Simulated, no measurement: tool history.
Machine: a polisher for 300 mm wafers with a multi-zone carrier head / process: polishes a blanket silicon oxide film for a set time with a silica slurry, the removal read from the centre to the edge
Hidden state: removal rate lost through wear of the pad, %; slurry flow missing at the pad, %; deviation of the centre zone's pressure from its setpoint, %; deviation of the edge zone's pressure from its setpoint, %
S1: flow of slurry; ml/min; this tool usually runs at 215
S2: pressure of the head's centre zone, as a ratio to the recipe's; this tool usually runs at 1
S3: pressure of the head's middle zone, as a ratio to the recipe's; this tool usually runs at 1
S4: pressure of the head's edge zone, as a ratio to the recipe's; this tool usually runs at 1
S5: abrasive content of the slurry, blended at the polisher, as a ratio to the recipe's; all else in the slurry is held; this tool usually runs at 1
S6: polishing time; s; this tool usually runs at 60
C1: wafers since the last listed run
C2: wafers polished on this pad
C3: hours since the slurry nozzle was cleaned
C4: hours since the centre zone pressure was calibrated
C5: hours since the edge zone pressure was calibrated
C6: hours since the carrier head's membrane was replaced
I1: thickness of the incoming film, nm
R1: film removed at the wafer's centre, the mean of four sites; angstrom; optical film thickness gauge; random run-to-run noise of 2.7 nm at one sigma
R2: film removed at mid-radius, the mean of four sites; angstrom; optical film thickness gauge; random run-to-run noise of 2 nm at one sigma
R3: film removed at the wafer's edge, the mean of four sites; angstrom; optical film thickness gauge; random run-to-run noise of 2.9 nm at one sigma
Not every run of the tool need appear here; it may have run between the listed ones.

run   hour   S1    S2    S3    S4   S5  S6   C1    C2     C3     C4      C5      C6      I1    R1    R2    R3
  1      0  215     1     1     1    1  60    0  1037   82.2  628.2  1192.7  1054.5  1057.8  1756  1886  1886
  2   14.5  215     1     1     1    1  60  184  1221   96.7  642.7  1207.2    1069  1045.7  1750  1860  1867
  3   34.1  215     1     1     1    1  60  248  1470  116.3  662.3  1226.8  1088.6  1067.6  1676  1756  1820
      42.2  -- worn pad replaced by a new one
  4   66.4  215     1  0.97     1    1  60  359   306  148.6  694.6  1259.1  1120.9  1063.7  1853  1960  1930
  5   94.6  215     1  0.97     1    1  60  358   664  176.8  722.8  1287.3  1149.1  1055.8  1801  1938  1944
     120.1  -- centre zone pressure recalibrated
     120.2  -- carrier head's membrane replaced by a new one
  6  121.6  215  1.06     1     1    1  60  315   980  203.8    1.5  1314.3     1.4  1065.5  2000  1891  1885
     144.3  -- worn pad replaced by a new one
  7  191.1  215  1.06     1     1    1  60  831   594  273.3     71  1383.8    70.9  1072.1  2017  1926  1985
  8  221.9  215     1   0.9  1.07    1  60  391   985  304.1  101.8  1414.6   101.7  1073.5  1874  1760  1939
     227.3  -- edge zone pressure recalibrated
       251  -- worn pad replaced by a new one
  9  251.5  215     1  0.89  0.93  0.9  60  299     6  333.7  131.4    24.2   131.3  1044.8  1839  1715  1815
 10  260.7  215  0.89     1     1    1  60  116   122  342.9  140.6    33.4   140.5  1070.6  1773  1937  1964
     276.2  -- slurry nozzle cleaned
 11  284.9  235     1     1  0.96    1  60  294   417    8.7  164.8    57.6   164.7  1050.6  2004  1970  1907
 12  314.5  215  1.12     1     1    1  60  375   793   38.3  194.4    87.2   194.3  1055.4  2123  1920  1871
 13  332.8  215     1     1     1    1  60  232  1025   56.6  212.7   105.5   212.6  1076.5  1901  1870  1884
 14  352.2  255     1     1  1.12  1.3  60  246  1272     76  232.1   124.9     232    1058  2079  2117  2228

Run by run, hidden condition taken away, random variation retained:
run    R1    R2    R3
  1  1984  2005  2006
  2  2027  2021  2030
  3  2022  1979  2052
  4  2025  1986  1956
  5  2016  1997  2005
  6  2156  2008  2002
  7  2100  1973  2034
  8  2016  1862  2051
  9  1887  1728  1829
 10  1822  1953  1981
 11  2079  2004  1940
 12  2258  1999  1949
 13  2071  1991  2006
 14  2337  2323  2446
